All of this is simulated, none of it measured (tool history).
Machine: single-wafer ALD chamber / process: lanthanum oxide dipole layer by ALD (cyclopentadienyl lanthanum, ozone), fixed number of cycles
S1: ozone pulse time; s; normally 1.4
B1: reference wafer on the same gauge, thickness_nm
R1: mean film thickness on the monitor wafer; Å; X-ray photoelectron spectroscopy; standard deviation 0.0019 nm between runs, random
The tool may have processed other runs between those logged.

{"run": 1, "hour": 0.0, "S1": 1.52, "B1": 0.567, "R1": 5.11}
{"run": 2, "hour": 76.8, "S1": 1.52, "B1": 0.567, "R1": 5.15}
{"run": 3, "hour": 149.4, "S1": 1.52, "B1": 0.567, "R1": 5.1}
{"run": 4, "hour": 248.3, "S1": 1.4, "B1": 0.567, "R1": 5}
{"run": 5, "hour": 330.3, "S1": 1.4, "B1": 0.567, "R1": 5.02}
{"hour": 342.8, "done": "ozone generator serviced"}
{"run": 6, "hour": 425.6, "S1": 1.4, "B1": 0.567, "R1": 4.86}
{"run": 7, "hour": 488.3, "S1": 1.4, "B1": 0.567, "R1": 4.86}
{"run": 8, "hour": 577.3, "S1": 1.16, "B1": 0.567, "R1": 4.67}
{"run": 9, "hour": 636.8, "S1": 1.4, "B1": 0.567, "R1": 4.85}
{"hour": 706.9, "done": "ozone generator serviced, repeated, since the last time left the tool worse"}
{"run": 10, "hour": 707.4, "S1": 1.4, "B1": 0.567, "R1": 5.1}
{"run": 11, "hour": 804.7, "S1": 1.72, "B1": 0.567, "R1": 5.27}
{"run": 12, "hour": 905.6, "S1": 1.72, "B1": 0.567, "R1": 5.26}
{"hour": 954.7, "done": "thermocouple changed; heater temperature recalibrated"}
{"run": 13, "hour": 1004.5, "S1": 1.4, "B1": 0.567, "R1": 5.1}
{"run": 14, "hour": 1073.9, "S1": 1.4, "B1": 0.567, "R1": 5.12}
{"hour": 1075.3, "done": "gauge calibrated"}
{"run": 15, "hour": 1176.7, "S1": 1.02, "B1": 0.567, "R1": 4.81}
{"run": 16, "hour": 1220.3, "S1": 1.75, "B1": 0.567, "R1": 5.27}
{"run": 17, "hour": 1260.3, "S1": 0.89, "B1": 0.567, "R1": 4.65}
{"run": 18, "hour": 1322.7, "S1": 1.64, "B1": 0.567, "R1": 5.22}
{"run": 19, "hour": 1407.8, "S1": 0.88, "B1": 0.567, "R1": 4.62}
{"run": 20, "hour": 1483.3, "S1": 0.91, "B1": 0.567, "R1": 4.64}
{"run": 21, "hour": 1585.9, "S1": 1.56, "B1": 0.567, "R1": 5.17}
{"run": 22, "hour": 1650.3, "S1": 1.81, "B1": 0.567, "R1": 5.26}
{"hour": 1677.2, "done": "showerhead replaced"}
{"run": 23, "hour": 1703.4, "S1": 1.4, "B1": 0.567, "R1": 5.09}
{"run": 24, "hour": 1756.9, "S1": 1.93, "B1": 0.567, "R1": 5.3}
{"run": 25, "hour": 1828.3, "S1": 1.4, "B1": 0.567, "R1": 5.03}
{"hour": 1885.3, "done": "ozone generator serviced"}
{"run": 26, "hour": 1924.1, "S1": 0.86, "B1": 0.567, "R1": 4.64}
{"run": 27, "hour": 2011.7, "S1": 1.12, "B1": 0.567, "R1": 4.92}
{"hour": 2060.0, "done": "thermocouple changed; heater temperature recalibrated"}
{"run": 28, "hour": 2060.5, "S1": 1.4, "B1": 0.567, "R1": 5.12}
{"run": 29, "hour": 2102.9, "S1": 1, "B1": 0.567, "R1": 4.8}

A few steps of R1 between consecutive runs. Split each: what settings, incoming material and random variation would produce without the hidden state, and what is left over for the hidden state, along with gauge scatter present in only one of the two compared results (measured, and without hidden state):
The hidden state here: wafer temperature above the value expected at the setpoint (K); ozone dose above that of a generator just serviced (%); gauge reads high (%).
Run 5 -> 6: ozone generator serviced. R1 -0.16 Å: hidden state -0.15, all else -0.01.
Run 9 -> 10: ozone generator serviced, repeated, since the last time left the tool worse. R1 +0.25 Å: hidden state +0.27, all else -0.02.
Run 16 -> 17: S1 1.75 -> 0.89. R1 -0.62 Å: hidden state -0.02, all else -0.6.
Run 18 -> 19: S1 1.64 -> 0.88. R1 -0.6 Å: hidden state -0.04, all else -0.56.

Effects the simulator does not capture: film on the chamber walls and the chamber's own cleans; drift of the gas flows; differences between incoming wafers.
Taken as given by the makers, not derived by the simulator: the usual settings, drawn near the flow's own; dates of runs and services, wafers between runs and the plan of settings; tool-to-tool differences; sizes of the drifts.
